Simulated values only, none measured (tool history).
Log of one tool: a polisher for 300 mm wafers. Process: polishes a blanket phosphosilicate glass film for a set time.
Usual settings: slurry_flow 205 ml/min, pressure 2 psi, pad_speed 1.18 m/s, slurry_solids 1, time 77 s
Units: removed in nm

run	hour	slurry_flow	pressure	pad_speed	slurry_solids	time	wafers since the last listed run	wafers polished on this pad	hours since the slurry nozzle was cleaned	hours since the head pressure was calibrated	hours since the slurry blender was calibrated	hours since the conditioning disc was replaced	incoming thickness of the incoming film, nm	removed
1	0	205	2	0.9	1	77	0	848	197.5	1054.1	318.3	312	3605.8	375.2
2	9.6	205	2	0.9	1	77	58	907	207.1	1063.7	327.9	321.6	3554.5	376.5
3	18.4	205	2	0.9	1	77	53	961	215.9	1072.5	336.7	330.4	3557.1	374.2
4	27.7	205	2	1.18	1	77	56	1018	225.2	1081.8	346	339.7	3557.9	436.6
5	33.9	205	2	1.18	1	77	37	1056	231.4	1088	352.2	345.9	3487.8	447.2
6	42.3	205	2	1.18	0.95	77	51	1107	239.8	1096.4	360.6	354.3	3527.4	429
7	56.4	205	2	1.18	0.95	77	86	1194	253.9	1110.5	374.7	368.4	3602.9	440.6
8	68	205	2	1.18	1	77	70	1265	265.5	1122.1	386.3	380	3595.5	423.7
9	82.1	205	2	1.18	1	77	86	1351	279.6	1136.2	400.4	394.1	3550.3	436.9
# hour 95.3: worn pad replaced by a new one
10	99	205	1.6	1.18	1	77	78	22	296.5	1153.1	417.3	411	3555.3	355.2
# hour 106: slurry blender recalibrated
# hour 112.2: conditioning disc replaced and pad reconditioned
# hour 125.9: slurry nozzle cleaned
11	135.5	205	1.6	1.18	1	77	192	215	9.6	1189.6	29.5	23.3	3559.4	421.4
12	144.9	230	2	1.18	1	84	57	273	19	1199	38.9	32.7	3602	564.8
13	161.5	205	1.5	1.18	1	77	101	374	35.6	1215.6	55.5	49.3	3547.9	392.9
14	169.1	165	1.5	1.52	1	53	46	421	43.2	1223.2	63.1	56.9	3618.6	308
15	178.6	205	1.5	1.18	1	77	58	479	52.7	1232.7	72.6	66.4	3621.8	386
16	184.8	205	2.2	1.18	1	67	37	517	58.9	1238.9	78.8	72.6	3581.5	482.5
17	195.7	205	1.6	1.18	0.9	55	66	584	69.8	1249.8	89.7	83.5	3575.4	282.2
# hour 209.1: head pressure recalibrated
18	210.9	265	2	1.18	1.25	77	80	664	85	1.8	104.9	98.7	3547.5	556.3
19	222.3	165	1.5	1.52	1	53	69	734	96.4	13.2	116.3	110.1	3594.9	297.7
20	236	235	2	1.18	1	104	83	818	110.1	26.9	130	123.8	3605.3	661.3
21	246.5	250	1.4	1.18	1	77	64	882	120.6	37.4	140.5	134.3	3621.1	358.3
22	256.1	205	1.5	1.18	0.75	62	58	941	130.2	47	150.1	143.9	3602	270.5
23	269.6	205	2	1.18	0.9	96	82	1024	143.7	60.5	163.6	157.4	3607.3	573.5
24	277.4	205	2	1.18	1	77	47	1071	151.5	68.3	171.4	165.2	3560.9	477.7

Forecast each of these 5 alternatives for the next run:
A	277.9	205	2	1.18	1	77	3	1074	152	68.8	171.9	165.7	3522.1	?
B	277.9	275	2	1.18	1	77	3	1074	152	68.8	171.9	165.7	3522.1	?
C	277.9	205	2.3	1.04	1.3	77	3	1074	152	68.8	171.9	165.7	3522.1	?
D	277.9	165	1.6	1.18	1	77	3	1074	152	68.8	171.9	165.7	3522.1	?
E	277.9	170	2	1.18	0.9	77	3	1074	152	68.8	171.9	165.7	3522.1	?

run	removed
A	458
B	473
C	523.2
D	364.9
E	428.9
Without the tool's hidden state the same runs would have given:
run	removed
A	538.5
B	556.1
C	616.1
D	418.3
E	504.2
